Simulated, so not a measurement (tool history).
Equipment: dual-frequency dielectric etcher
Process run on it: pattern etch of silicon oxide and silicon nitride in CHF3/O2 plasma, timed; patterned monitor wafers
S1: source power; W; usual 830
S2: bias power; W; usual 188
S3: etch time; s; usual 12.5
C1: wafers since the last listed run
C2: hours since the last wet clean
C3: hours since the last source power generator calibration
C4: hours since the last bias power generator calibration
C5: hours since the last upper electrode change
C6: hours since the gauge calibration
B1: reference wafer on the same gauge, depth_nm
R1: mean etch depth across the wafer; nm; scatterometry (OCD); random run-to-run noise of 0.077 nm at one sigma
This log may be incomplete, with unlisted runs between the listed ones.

| run | day | S1 | S2 | S3 | C1 | C2 | C3 | C4 | C5 | C6 | B1 | R1 |
|---|---|---|---|---|---|---|---|---|---|---|---|---|
| 1 | 0.000 | 830 | 188 | 12.5 | 0 | 29.9 | 3132.5 | 3425.0 | 1455.2 | 519.6 | 20.00 | 22.27 |
| 2 | 1.333 | 970 | 188 | 12.5 | 351 | 61.9 | 3164.5 | 3457.0 | 1487.2 | 551.6 | 19.99 | 23.25 |
| 3 | 2.704 | 830 | 188 | 12.5 | 360 | 94.8 | 3197.4 | 3489.9 | 1520.1 | 584.5 | 20.01 | 22.22 |
| 4 | 5.025 | 830 | 188 | 15.0 | 611 | 150.5 | 3253.1 | 3545.6 | 1575.8 | 640.2 | 19.98 | 26.51 |
| 5 | 6.100 | 830 | 188 | 15.0 | 283 | 176.3 | 3278.9 | 3571.4 | 1601.6 | 666.0 | 19.98 | 26.52 |
| 6 | 7.342 | 830 | 188 | 12.5 | 326 | 206.1 | 3308.7 | 3601.2 | 1631.4 | 695.8 | 19.99 | 22.00 |
| 7 | 8.388 | 830 | 188 | 12.5 | 275 | 231.2 | 3333.8 | 3626.3 | 1656.5 | 720.9 | 20.00 | 21.84 |
| 8 | 9.129 | 830 | 178 | 15.0 | 195 | 249.0 | 3351.6 | 3644.1 | 1674.3 | 738.7 | 19.99 | 25.76 |
|  | 10.067 | source power generator calibrated |
| 9 | 10.083 | 830 | 188 | 12.5 | 207 | 271.9 | 0.4 | 3667.0 | 1697.2 | 761.6 | 20.00 | 21.82 |
| 10 | 11.000 | 830 | 188 | 12.5 | 241 | 293.9 | 22.4 | 3689.0 | 1719.2 | 783.6 | 20.01 | 21.84 |
|  | 13.342 | gauge calibrated |
| 11 | 13.946 | 770 | 188 | 12.5 | 775 | 364.6 | 93.1 | 3759.7 | 1789.9 | 14.5 | 20.01 | 21.25 |
|  | 15.292 | upper electrode replaced |
| 12 | 15.317 | 1000 | 219 | 12.5 | 97 | 397.5 | 126.0 | 3792.6 | 0.6 | 47.4 | 19.97 | 24.09 |
| 13 | 15.958 | 900 | 161 | 12.5 | 168 | 412.9 | 141.4 | 3808.0 | 16.0 | 62.8 | 20.00 | 21.09 |
| 14 | 16.812 | 830 | 188 | 12.5 | 224 | 433.4 | 161.9 | 3828.5 | 36.5 | 83.3 | 19.98 | 21.66 |
|  | 18.662 | wet clean of the chamber |
| 15 | 21.217 | 980 | 188 | 10.0 | 896 | 61.3 | 267.6 | 3934.2 | 142.2 | 189.0 | 20.01 | 18.68 |
| 16 | 21.942 | 830 | 188 | 12.5 | 190 | 78.7 | 285.0 | 3951.6 | 159.6 | 206.4 | 20.01 | 22.14 |
|  | 22.662 | bias power generator calibrated |
| 17 | 22.954 | 630 | 206 | 11.5 | 222 | 103.0 | 309.3 | 7.0 | 183.9 | 230.7 | 20.00 | 19.32 |
| 18 | 24.025 | 830 | 188 | 9.5 | 281 | 128.7 | 335.0 | 32.7 | 209.6 | 256.4 | 19.98 | 16.76 |
| 19 | 26.825 | 830 | 188 | 16.0 | 737 | 195.9 | 402.2 | 99.9 | 276.8 | 323.6 | 20.03 | 28.08 |
| 20 | 28.008 | 830 | 222 | 14.0 | 311 | 224.3 | 430.6 | 128.3 | 305.2 | 352.0 | 20.01 | 25.94 |
| 21 | 28.942 | 830 | 233 | 15.0 | 245 | 246.7 | 453.0 | 150.7 | 327.6 | 374.4 | 19.99 | 28.15 |

Forecast each of these 4 alternatives for the next run:
| A | 28.958 | 830 | 188 | 12.5 | 4 | 247.1 | 453.4 | 151.1 | 328.0 | 374.8 | ? | ? |
| B | 28.958 | 720 | 201 | 14.0 | 4 | 247.1 | 453.4 | 151.1 | 328.0 | 374.8 | ? | ? |
| C | 28.958 | 830 | 188 | 8.5 | 4 | 247.1 | 453.4 | 151.1 | 328.0 | 374.8 | ? | ? |
| D | 28.958 | 830 | 188 | 10.0 | 4 | 247.1 | 453.4 | 151.1 | 328.0 | 374.8 | ? | ? |

| run | B1 | R1 |
|---|---|---|
| A | 20.00 | 21.86 |
| B | 20.00 | 24.03 |
| C | 20.00 | 14.86 |
| D | 20.00 | 17.49 |
Without the tool's unlogged condition, the same runs would have read:
| run | R1 |
|---|---|
| A | 22.33 |
| B | 24.54 |
| C | 15.18 |
| D | 17.86 |

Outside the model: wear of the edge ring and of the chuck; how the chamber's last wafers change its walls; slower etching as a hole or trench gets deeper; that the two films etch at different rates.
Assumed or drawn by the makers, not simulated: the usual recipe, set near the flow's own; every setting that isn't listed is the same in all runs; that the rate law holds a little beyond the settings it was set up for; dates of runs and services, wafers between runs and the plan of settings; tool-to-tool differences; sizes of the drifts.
